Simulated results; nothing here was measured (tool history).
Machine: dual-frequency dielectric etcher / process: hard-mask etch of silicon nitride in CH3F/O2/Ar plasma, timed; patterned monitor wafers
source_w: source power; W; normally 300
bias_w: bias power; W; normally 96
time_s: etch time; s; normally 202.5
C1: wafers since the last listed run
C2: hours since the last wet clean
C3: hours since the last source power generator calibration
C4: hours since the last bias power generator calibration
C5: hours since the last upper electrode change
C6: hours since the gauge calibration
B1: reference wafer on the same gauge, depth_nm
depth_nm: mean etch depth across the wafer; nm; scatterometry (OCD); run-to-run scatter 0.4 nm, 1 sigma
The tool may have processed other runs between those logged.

Run 1, hour 0.0: usual settings; C1 0; C2 228.8; C3 4299.3; C4 3028.0; C5 4667.1; C6 37.0; B1 159.9. Result: depth_nm 140.5 nm.
Run 2, hour 15.2: usual settings; C1 138; C2 244.0; C3 4314.5; C4 3043.2; C5 4682.3; C6 52.2; B1 160.2. Result: depth_nm 140.0 nm.
Run 3, hour 54.6: usual settings; C1 358; C2 283.4; C3 4353.9; C4 3082.6; C5 4721.7; C6 91.6; B1 160.0. Result: depth_nm 140.3 nm.
Run 4, hour 67.6: usual settings but source_w 320 W; C1 118; C2 296.4; C3 4366.9; C4 3095.6; C5 4734.7; C6 104.6; B1 160.0. Result: depth_nm 142.2 nm.
Run 5, hour 78.8: usual settings but source_w 320 W; C1 101; C2 307.6; C3 4378.1; C4 3106.8; C5 4745.9; C6 115.8; B1 159.8. Result: depth_nm 142.3 nm.
Run 6, hour 89.5: usual settings but source_w 330 W; C1 97; C2 318.3; C3 4388.8; C4 3117.5; C5 4756.6; C6 126.5; B1 160.3. Result: depth_nm 143.4 nm.
At hour 109.6: source power generator calibrated.
Run 7, hour 110.1: usual settings but source_w 330 W; C1 151; C2 338.9; C3 0.5; C4 3138.1; C5 4777.2; C6 147.1; B1 160.0. Result: depth_nm 143.6 nm.
Run 8, hour 118.8: usual settings but source_w 330 W; C1 79; C2 347.6; C3 9.2; C4 3146.8; C5 4785.9; C6 155.8; B1 160.0. Result: depth_nm 143.0 nm.
At hour 133.9: bias power generator calibrated.
At hour 157.3: upper electrode replaced, of another model than before.
Run 9, hour 157.8: usual settings but bias_w 77 W; C1 105; C2 386.6; C3 48.2; C4 23.9; C5 0.5; C6 194.8; B1 160.1. Result: depth_nm 131.2 nm.
Run 10, hour 158.2: usual settings but bias_w 77 W; C1 3; C2 387.0; C3 48.6; C4 24.3; C5 0.9; C6 195.2; B1 160.1. Result: depth_nm 131.7 nm.
Run 11, hour 162.1: usual settings; C1 35; C2 390.9; C3 52.5; C4 28.2; C5 4.8; C6 199.1; B1 159.9. Result: depth_nm 139.7 nm.
Run 12, hour 174.1: usual settings; C1 109; C2 402.9; C3 64.5; C4 40.2; C5 16.8; C6 211.1; B1 160.0. Result: depth_nm 139.5 nm.
Run 13, hour 186.0: usual settings but source_w 350 W, bias_w 108 W; C1 108; C2 414.8; C3 76.4; C4 52.1; C5 28.7; C6 223.0; B1 160.2. Result: depth_nm 152.1 nm.
Run 14, hour 192.9: usual settings but source_w 240 W, bias_w 86 W, time_s 245.0 s; C1 62; C2 421.7; C3 83.3; C4 59.0; C5 35.6; C6 229.9; B1 160.1. Result: depth_nm 149.5 nm.
Run 15, hour 200.5: usual settings but source_w 230 W, bias_w 72 W, time_s 151.5 s; C1 69; C2 429.3; C3 90.9; C4 66.6; C5 43.2; C6 237.5; B1 160.1. Result: depth_nm 87.3 nm.
Run 16, hour 206.7: usual settings but source_w 350 W, bias_w 115 W, time_s 227.5 s; C1 56; C2 435.5; C3 97.1; C4 72.8; C5 49.4; C6 243.7; B1 160.0. Result: depth_nm 173.8 nm.
At hour 223.7: gauge calibrated.
At hour 231.6: wet clean of the chamber.
Run 17, hour 232.1: usual settings but source_w 230 W, bias_w 72 W, time_s 151.5 s; C1 12; C2 0.5; C3 122.5; C4 98.2; C5 74.8; C6 8.4; B1 160.1. Result: depth_nm 88.4 nm.
Run 18, hour 232.5: usual settings but source_w 330 W; C1 3; C2 0.9; C3 122.9; C4 98.6; C5 75.2; C6 8.8; B1 160.0. Result: depth_nm 146.3 nm.
Run 19, hour 232.8: usual settings but source_w 360 W, bias_w 103 W, time_s 253.5 s; C1 2; C2 1.2; C3 123.2; C4 98.9; C5 75.5; C6 9.1; B1 160.0. Result: depth_nm 193.0 nm.
Run 20, hour 247.6: usual settings but source_w 240 W, bias_w 74 W, time_s 186.5 s; C1 134; C2 16.0; C3 138.0; C4 113.7; C5 90.3; C6 23.9; B1 160.3. Result: depth_nm 112.2 nm.
Run 21, hour 256.0: usual settings but time_s 152.0 s; C1 76; C2 24.4; C3 146.4; C4 122.1; C5 98.7; C6 32.3; B1 160.0. Result: depth_nm 105.3 nm.
Run 22, hour 271.5: usual settings but bias_w 87 W; C1 141; C2 39.9; C3 161.9; C4 137.6; C5 114.2; C6 47.8; B1 159.9. Result: depth_nm 137.8 nm.
Run 23, hour 280.7: usual settings; C1 83; C2 49.1; C3 171.1; C4 146.8; C5 123.4; C6 57.0; B1 159.9. Result: depth_nm 142.0 nm.
Run 24, hour 292.0: usual settings but source_w 270 W; C1 102; C2 60.4; C3 182.4; C4 158.1; C5 134.7; C6 68.3; B1 160.1. Result: depth_nm 135.6 nm.
Run 25, hour 302.9: usual settings but bias_w 118 W, time_s 254.0 s; C1 99; C2 71.3; C3 193.3; C4 169.0; C5 145.6; C6 79.2; B1 160.0. Result: depth_nm 187.3 nm.
Run 26, hour 310.4: usual settings but source_w 360 W, time_s 262.5 s; C1 68; C2 78.8; C3 200.8; C4 176.5; C5 153.1; C6 86.7; B1 160.2. Result: depth_nm 195.7 nm.

Below, each run's measurement less what the same run would have read without the hidden state. Both values contain the same run-to-run variation, but the gauge's scatter may not be the same in both:
What the log doesn't record here: etch rate over this chamber's usual, %; source power that arrives over what is set, %; bias power that arrives over what is set, %; gauge reads high (%).
run  depth_nm
  1      -1.2
  2      -1.2
  3      -1.4
  4      -1.6
  5      -1.6
  6      -1.7
  7      -1.8
  8      -1.9
  9      -1.9
 10      -1.9
 11      -2.0
 12      -2.1
 13      -2.3
 14      -2.4
 15      -1.4
 16      -2.8
 17      -0.1
 18      -0.1
 19      -0.2
 20      -0.2
 21      -0.2
 22      -0.3
 23      -0.4
 24      -0.5
 25      -0.7
 26      -0.8
